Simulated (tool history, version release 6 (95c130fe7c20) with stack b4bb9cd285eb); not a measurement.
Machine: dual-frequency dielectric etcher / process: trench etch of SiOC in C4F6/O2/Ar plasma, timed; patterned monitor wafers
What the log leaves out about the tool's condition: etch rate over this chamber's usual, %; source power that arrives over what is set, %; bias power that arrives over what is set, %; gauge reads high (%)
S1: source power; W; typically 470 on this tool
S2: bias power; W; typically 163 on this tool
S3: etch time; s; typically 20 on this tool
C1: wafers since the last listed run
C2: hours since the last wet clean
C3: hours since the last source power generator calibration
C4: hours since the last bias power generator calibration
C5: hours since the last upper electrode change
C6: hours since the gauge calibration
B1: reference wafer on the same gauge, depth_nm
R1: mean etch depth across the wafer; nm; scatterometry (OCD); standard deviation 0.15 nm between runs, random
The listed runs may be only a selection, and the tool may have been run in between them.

| run | hour | S1 | S2 | S3 | C1 | C2 | C3 | C4 | C5 | C6 | B1 | R1 |
|---|---|---|---|---|---|---|---|---|---|---|---|---|
| 1 | 0 | 470 | 163 | 20 | 0 | 228.7 | 2127.3 | 4025.4 | 2921 | 372.6 | 39.92 | 42.08 |
| 2 | 27.4 | 470 | 163 | 20 | 627 | 256.1 | 2154.7 | 4052.8 | 2948.4 | 400 | 39.94 | 41.84 |
| 3 | 60.1 | 470 | 163 | 20 | 748 | 288.8 | 2187.4 | 4085.5 | 2981.1 | 432.7 | 39.97 | 42.29 |
|  | 72.1 | gauge calibrated |
| 4 | 91.2 | 470 | 153 | 20 | 711 | 319.9 | 2218.5 | 4116.6 | 3012.2 | 19.1 | 39.91 | 41.32 |
| 5 | 118.3 | 470 | 154 | 20 | 620 | 347 | 2245.6 | 4143.7 | 3039.3 | 46.2 | 39.91 | 41.65 |
| 6 | 146.3 | 470 | 163 | 20 | 640 | 375 | 2273.6 | 4171.7 | 3067.3 | 74.2 | 39.95 | 42.03 |
| 7 | 190.3 | 470 | 163 | 20 | 1007 | 419 | 2317.6 | 4215.7 | 3111.3 | 118.2 | 39.85 | 42.46 |
|  | 226 | wet clean of the chamber |
| 8 | 237.5 | 470 | 163 | 20 | 531 | 11.5 | 2364.8 | 4262.9 | 3158.5 | 165.4 | 39.91 | 41.77 |
| 9 | 268.2 | 470 | 163 | 19 | 702 | 42.2 | 2395.5 | 4293.6 | 3189.2 | 196.1 | 39.92 | 39.75 |
|  | 273.9 | source power generator calibrated |
|  | 304.5 | bias power generator calibrated |
| 10 | 338.7 | 470 | 189 | 16.5 | 1430 | 112.7 | 64.8 | 34.2 | 3259.7 | 266.6 | 39.85 | 35.9 |
| 11 | 383.2 | 470 | 189 | 16.5 | 1018 | 157.2 | 109.3 | 78.7 | 3304.2 | 311.1 | 39.87 | 36.08 |
|  | 433.9 | upper electrode replaced |
| 12 | 434.4 | 410 | 163 | 20 | 622 | 208.4 | 160.5 | 129.9 | 0.5 | 362.3 | 39.91 | 40.58 |
| 13 | 478.2 | 470 | 152 | 23 | 1002 | 252.2 | 204.3 | 173.7 | 44.3 | 406.1 | 39.97 | 47.54 |
|  | 524.6 | gauge calibrated |
| 14 | 537 | 470 | 163 | 20 | 1346 | 311 | 263.1 | 232.5 | 103.1 | 12.4 | 39.96 | 42.23 |
| 15 | 578.4 | 570 | 137 | 23.5 | 947 | 352.4 | 304.5 | 273.9 | 144.5 | 53.8 | 39.92 | 50.31 |
| 16 | 627.4 | 500 | 198 | 20 | 1121 | 401.4 | 353.5 | 322.9 | 193.5 | 102.8 | 39.93 | 45.34 |
|  | 676.1 | wet clean of the chamber |
| 17 | 676.6 | 470 | 137 | 22.5 | 576 | 0.5 | 402.7 | 372.1 | 242.7 | 152 | 39.84 | 44.71 |
| 18 | 739.2 | 470 | 163 | 20 | 1433 | 63.1 | 465.3 | 434.7 | 305.3 | 214.6 | 39.91 | 42.12 |

Same runs, no hidden state in the tool, same run-to-run variation:
| run | R1 |
|---|---|
| 1 | 41.75 |
| 2 | 41.48 |
| 3 | 41.88 |
| 4 | 40.87 |
| 5 | 41.16 |
| 6 | 41.5 |
| 7 | 41.87 |
| 8 | 41.65 |
| 9 | 39.6 |
| 10 | 35.68 |
| 11 | 35.8 |
| 12 | 40.19 |
| 13 | 47.02 |
| 14 | 41.68 |
| 15 | 49.59 |
| 16 | 44.62 |
| 17 | 44.72 |
| 18 | 42.03 |
